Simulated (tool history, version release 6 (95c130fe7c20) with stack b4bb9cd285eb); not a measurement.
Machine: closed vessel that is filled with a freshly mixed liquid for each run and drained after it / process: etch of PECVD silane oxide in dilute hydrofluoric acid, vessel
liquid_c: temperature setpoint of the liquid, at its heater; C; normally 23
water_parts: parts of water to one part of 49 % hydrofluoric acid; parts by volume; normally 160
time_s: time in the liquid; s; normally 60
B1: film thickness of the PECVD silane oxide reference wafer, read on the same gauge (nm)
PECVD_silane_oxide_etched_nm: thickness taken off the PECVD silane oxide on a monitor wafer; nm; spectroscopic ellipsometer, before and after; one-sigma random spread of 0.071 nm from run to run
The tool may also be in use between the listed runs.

Run 1, hour 0: usual settings but time_s 80 s; B1 99.99. Result: PECVD_silane_oxide_etched_nm 20.1 nm.
Run 2, hour 67: usual settings but time_s 80 s; B1 100.03. Result: PECVD_silane_oxide_etched_nm 20.38 nm.
Run 3, hour 120.8: usual settings but time_s 80 s; B1 99.95. Result: PECVD_silane_oxide_etched_nm 20.47 nm.
Run 4, hour 325.4: usual settings; B1 100. Result: PECVD_silane_oxide_etched_nm 15.5 nm.
Run 5, hour 365.3: usual settings; B1 100. Result: PECVD_silane_oxide_etched_nm 15.55 nm.
Run 6, hour 413.7: usual settings; B1 99.97. Result: PECVD_silane_oxide_etched_nm 15.5 nm.
Run 7, hour 607.7: usual settings; B1 99.96. Result: PECVD_silane_oxide_etched_nm 15.52 nm.
Run 8, hour 672.6: usual settings; B1 99.95. Result: PECVD_silane_oxide_etched_nm 15.84 nm.
At hour 708.4: hydrofluoric acid flow meter replaced.
Run 9, hour 711.3: usual settings but time_s 70 s; B1 99.96. Result: PECVD_silane_oxide_etched_nm 17.29 nm.
Run 10, hour 740: usual settings but time_s 70 s; B1 100.06. Result: PECVD_silane_oxide_etched_nm 17.21 nm.
Run 11, hour 786.7: usual settings but time_s 70 s; B1 100.04. Result: PECVD_silane_oxide_etched_nm 17.31 nm.
Run 12, hour 819.6: usual settings but water_parts 180 parts by volume, time_s 35 s; B1 99.98. Result: PECVD_silane_oxide_etched_nm 7.56 nm.
Run 13, hour 862.9: usual settings but water_parts 180 parts by volume, time_s 35 s; B1 99.99. Result: PECVD_silane_oxide_etched_nm 7.61 nm.
Run 14, hour 896.4: usual settings; B1 100.03. Result: PECVD_silane_oxide_etched_nm 14.81 nm.
Run 15, hour 958.5: usual settings; B1 99.99. Result: PECVD_silane_oxide_etched_nm 15.05 nm.
At hour 984.4: gauge calibrated.
Run 16, hour 1016.6: usual settings; B1 100.04. Result: PECVD_silane_oxide_etched_nm 15.02 nm.
Run 17, hour 1063: usual settings but liquid_c 25 C, time_s 80 s; B1 99.97. Result: PECVD_silane_oxide_etched_nm 21.75 nm.
Run 18, hour 1102.1: usual settings but liquid_c 26 C, time_s 70 s; B1 100. Result: PECVD_silane_oxide_etched_nm 19.8 nm.
Run 19, hour 1142.8: usual settings but water_parts 140 parts by volume, time_s 40 s; B1 99.94. Result: PECVD_silane_oxide_etched_nm 11.71 nm.
Run 20, hour 1188.8: usual settings; B1 100. Result: PECVD_silane_oxide_etched_nm 15.24 nm.
Run 21, hour 1228.2: usual settings but liquid_c 28 C, water_parts 225 parts by volume; B1 100.02. Result: PECVD_silane_oxide_etched_nm 12.14 nm.
Run 22, hour 1296.3: usual settings but time_s 85 s; B1 100. Result: PECVD_silane_oxide_etched_nm 21.84 nm.
At hour 1336.9: thermometer replaced.
Run 23, hour 1337.4: usual settings but time_s 35 s; B1 100.01. Result: PECVD_silane_oxide_etched_nm 8.95 nm.
Run 24, hour 1367.5: usual settings but liquid_c 18.5 C; B1 99.99. Result: PECVD_silane_oxide_etched_nm 12.79 nm.
Run 25, hour 1404.3: usual settings; B1 99.98. Result: PECVD_silane_oxide_etched_nm 15.37 nm.
Run 26, hour 1445.5: usual settings; B1 100. Result: PECVD_silane_oxide_etched_nm 15.48 nm.
Run 27, hour 1504.2: usual settings; B1 100.02. Result: PECVD_silane_oxide_etched_nm 15.49 nm.
Run 28, hour 1561.9: usual settings but water_parts 135 parts by volume, time_s 95 s; B1 99.97. Result: PECVD_silane_oxide_etched_nm 29.81 nm.
Run 29, hour 1589: usual settings but water_parts 80 parts by volume, time_s 45 s; B1 99.99. Result: PECVD_silane_oxide_etched_nm 25.7 nm.
Run 30, hour 1639.7: usual settings but time_s 90 s; B1 100.04. Result: PECVD_silane_oxide_etched_nm 23.61 nm.
Run 31, hour 1703.7: usual settings but liquid_c 20.5 C, water_parts 185 parts by volume, time_s 35 s; B1 100.01. Result: PECVD_silane_oxide_etched_nm 7.03 nm.
Run 32, hour 1732.3: usual settings but water_parts 135 parts by volume; B1 100.02. Result: PECVD_silane_oxide_etched_nm 18.99 nm.
Run 33, hour 1789.3: usual settings but liquid_c 18.5 C, water_parts 95 parts by volume, time_s 35 s; B1 100. Result: PECVD_silane_oxide_etched_nm 13.85 nm.

Each row is a separate what-if for the run after 33, all from the same tool condition, not one after another. Results?
Run A, hour 1790: usual settings but water_parts 195 parts by volume; B1 ?. Result: PECVD_silane_oxide_etched_nm ?.
Run B, hour 1790: usual settings but water_parts 120 parts by volume; B1 ?. Result: PECVD_silane_oxide_etched_nm ?.
Run C, hour 1790: usual settings but liquid_c 19.5 C, water_parts 235 parts by volume, time_s 80 s; B1 ?. Result: PECVD_silane_oxide_etched_nm ?.
Run D, hour 1790: usual settings but water_parts 230 parts by volume; B1 ?. Result: PECVD_silane_oxide_etched_nm ?.

run     B1  PECVD_silane_oxide_etched_nm
  A  99.98                         12.36
  B  99.98                         21.74
  C  99.98                         11.52
  D  99.98                         10.12
The same runs, with their run-to-run variation unchanged, on a tool lacking any hidden condition would have given:
run  PECVD_silane_oxide_etched_nm
  A                          11.6
  B                         20.48
  C                          10.8
  D                          9.48
